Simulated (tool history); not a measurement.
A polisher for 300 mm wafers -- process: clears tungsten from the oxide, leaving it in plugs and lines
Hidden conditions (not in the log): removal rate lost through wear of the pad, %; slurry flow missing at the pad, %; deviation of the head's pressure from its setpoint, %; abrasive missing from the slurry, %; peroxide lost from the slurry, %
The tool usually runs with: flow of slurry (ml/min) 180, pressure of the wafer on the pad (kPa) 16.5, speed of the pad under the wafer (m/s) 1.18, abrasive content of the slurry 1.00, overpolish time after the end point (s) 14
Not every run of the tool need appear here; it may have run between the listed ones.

| run | day | flow of slurry (ml/min) | pressure of the wafer on the pad (kPa) | speed of the pad under the wafer (m/s) | abrasive content of the slurry | overpolish time after the end point (s) | wafers since the last listed run | wafers polished on this pad | hours since the slurry nozzle was cleaned | hours since the head pressure was calibrated | hours since the slurry blender was calibrated | hours since the slurry got fresh peroxide | incoming thickness of the incoming film, nm | time until the end point was called (s) |
|---|---|---|---|---|---|---|---|---|---|---|---|---|---|---|
| 1 | 0.000 | 130 | 16.5 | 1.18 | 1.00 | 14 | 0 | 1601 | 520.7 | 1318.5 | 22.7 | 120.1 | 333.0 | 115.8 |
|  | 0.817 | worn pad replaced by a new one |
|  | 1.479 | slurry tank refilled with fresh slurry and peroxide |
| 2 | 2.121 | 225 | 16.5 | 1.18 | 1.00 | 14 | 513 | 339 | 571.6 | 1369.4 | 73.6 | 15.4 | 322.3 | 102.6 |
| 3 | 3.121 | 225 | 16.5 | 1.18 | 1.00 | 14 | 268 | 607 | 595.6 | 1393.4 | 97.6 | 39.4 | 330.1 | 103.3 |
| 4 | 4.358 | 180 | 16.5 | 1.18 | 1.00 | 14 | 332 | 940 | 625.3 | 1423.1 | 127.3 | 69.1 | 326.0 | 108.3 |
|  | 5.592 | slurry blender recalibrated |
| 5 | 5.612 | 180 | 16.5 | 1.18 | 1.00 | 14 | 314 | 1254 | 655.4 | 1453.2 | 0.5 | 99.2 | 329.8 | 106.6 |
| 6 | 6.992 | 180 | 16.5 | 1.18 | 1.00 | 14 | 370 | 1625 | 688.5 | 1486.3 | 33.6 | 132.3 | 323.0 | 106.1 |
|  | 7.329 | worn pad replaced by a new one |
|  | 8.375 | slurry tank refilled with fresh slurry and peroxide |
| 7 | 8.396 | 180 | 16.5 | 1.18 | 1.00 | 19 | 321 | 274 | 722.2 | 1520.0 | 67.3 | 0.5 | 327.5 | 109.2 |
|  | 9.796 | head pressure recalibrated |
| 8 | 9.817 | 180 | 16.5 | 1.18 | 1.00 | 14 | 359 | 634 | 756.3 | 0.5 | 101.4 | 34.6 | 328.7 | 110.8 |
| 9 | 10.417 | 180 | 16.5 | 1.18 | 1.00 | 14 | 161 | 795 | 770.7 | 14.9 | 115.8 | 49.0 | 329.2 | 110.4 |
|  | 11.117 | slurry nozzle cleaned |
| 10 | 11.404 | 180 | 16.5 | 1.18 | 1.00 | 14 | 254 | 1049 | 6.9 | 38.6 | 139.5 | 72.7 | 324.0 | 102.2 |
| 11 | 12.062 | 180 | 16.5 | 1.18 | 1.00 | 14 | 176 | 1226 | 22.7 | 54.4 | 155.3 | 88.5 | 327.7 | 100.3 |
| 12 | 13.412 | 180 | 16.5 | 1.18 | 1.00 | 17 | 362 | 1588 | 55.1 | 86.8 | 187.7 | 120.9 | 325.4 | 102.0 |
|  | 13.992 | slurry blender recalibrated |
|  | 14.475 | worn pad replaced by a new one |
| 13 | 14.904 | 180 | 13.1 | 1.18 | 1.00 | 10 | 333 | 115 | 90.9 | 122.6 | 21.9 | 156.7 | 323.1 | 116.2 |
|  | 16.258 | slurry tank refilled with fresh slurry and peroxide |
| 14 | 17.625 | 180 | 16.5 | 1.54 | 1.30 | 14 | 719 | 835 | 156.2 | 187.9 | 87.2 | 32.8 | 328.7 | 74.4 |
| 15 | 19.012 | 180 | 16.5 | 1.32 | 1.20 | 14 | 372 | 1207 | 189.5 | 221.2 | 120.5 | 66.1 | 326.3 | 87.5 |
| 16 | 19.625 | 180 | 16.5 | 1.18 | 1.00 | 14 | 164 | 1372 | 204.2 | 235.9 | 135.2 | 80.8 | 332.2 | 102.4 |
| 17 | 20.325 | 180 | 16.5 | 1.18 | 1.00 | 14 | 188 | 1560 | 221.0 | 252.7 | 152.0 | 97.6 | 326.0 | 103.5 |
| 18 | 20.992 | 180 | 16.5 | 1.00 | 1.00 | 20 | 179 | 1739 | 237.0 | 268.7 | 168.0 | 113.6 | 333.1 | 123.9 |
|  | 21.408 | slurry blender recalibrated |
| 19 | 21.954 | 180 | 11.0 | 0.90 | 1.00 | 14 | 236 | 1975 | 260.1 | 291.8 | 13.1 | 136.7 | 323.2 | 163.6 |
|  | 22.604 | worn pad replaced by a new one |
|  | 23.388 | slurry tank refilled with fresh slurry and peroxide |
| 20 | 23.408 | 180 | 20.7 | 1.04 | 1.00 | 14 | 334 | 204 | 295.0 | 326.7 | 48.0 | 0.5 | 330.0 | 101.2 |
| 21 | 24.696 | 240 | 16.5 | 1.18 | 0.70 | 14 | 345 | 550 | 325.9 | 357.6 | 78.9 | 31.4 | 329.4 | 106.2 |
| 22 | 25.971 | 160 | 16.5 | 1.42 | 1.25 | 8 | 342 | 892 | 356.5 | 388.2 | 109.5 | 62.0 | 330.3 | 85.7 |
| 23 | 27.221 | 180 | 11.7 | 1.30 | 1.00 | 10 | 335 | 1228 | 386.5 | 418.2 | 139.5 | 92.0 | 333.8 | 117.4 |
|  | 28.150 | slurry blender recalibrated |
| 24 | 28.688 | 180 | 21.4 | 1.18 | 1.15 | 14 | 371 | 1600 | 421.7 | 453.4 | 12.9 | 127.2 | 335.4 | 87.8 |
| 25 | 29.496 | 180 | 16.5 | 1.18 | 1.00 | 14 | 217 | 1817 | 441.1 | 472.8 | 32.3 | 146.6 | 326.3 | 103.9 |
| 26 | 30.038 | 180 | 16.5 | 1.50 | 0.70 | 19 | 145 | 1962 | 454.1 | 485.8 | 45.3 | 159.6 | 326.5 | 85.5 |
|  | 30.617 | worn pad replaced by a new one |
|  | 31.117 | slurry tank refilled with fresh slurry and peroxide |
| 27 | 31.158 | 140 | 20.0 | 0.78 | 1.00 | 14 | 245 | 134 | 481.0 | 512.7 | 72.2 | 1.0 | 329.6 | 148.3 |

3 options for the next run, each taken on its own from the tool as it stands now. Forecast them:
| A | 31.175 | 180 | 16.5 | 1.18 | 1.00 | 14 | 4 | 138 | 481.4 | 513.1 | 72.6 | 1.4 | 333.6 | ? |
| B | 31.175 | 215 | 16.5 | 1.18 | 1.00 | 8 | 4 | 138 | 481.4 | 513.1 | 72.6 | 1.4 | 333.6 | ? |
| C | 31.175 | 180 | 16.5 | 1.18 | 1.00 | 9 | 4 | 138 | 481.4 | 513.1 | 72.6 | 1.4 | 333.6 | ? |

| run | time until the end point was called (s) |
|---|---|
| A | 104.8 |
| B | 101.7 |
| C | 104.8 |
What these runs would have given with no unlogged condition in the tool:
| run | time until the end point was called (s) |
|---|---|
| A | 102.5 |
| B | 99.9 |
| C | 102.5 |
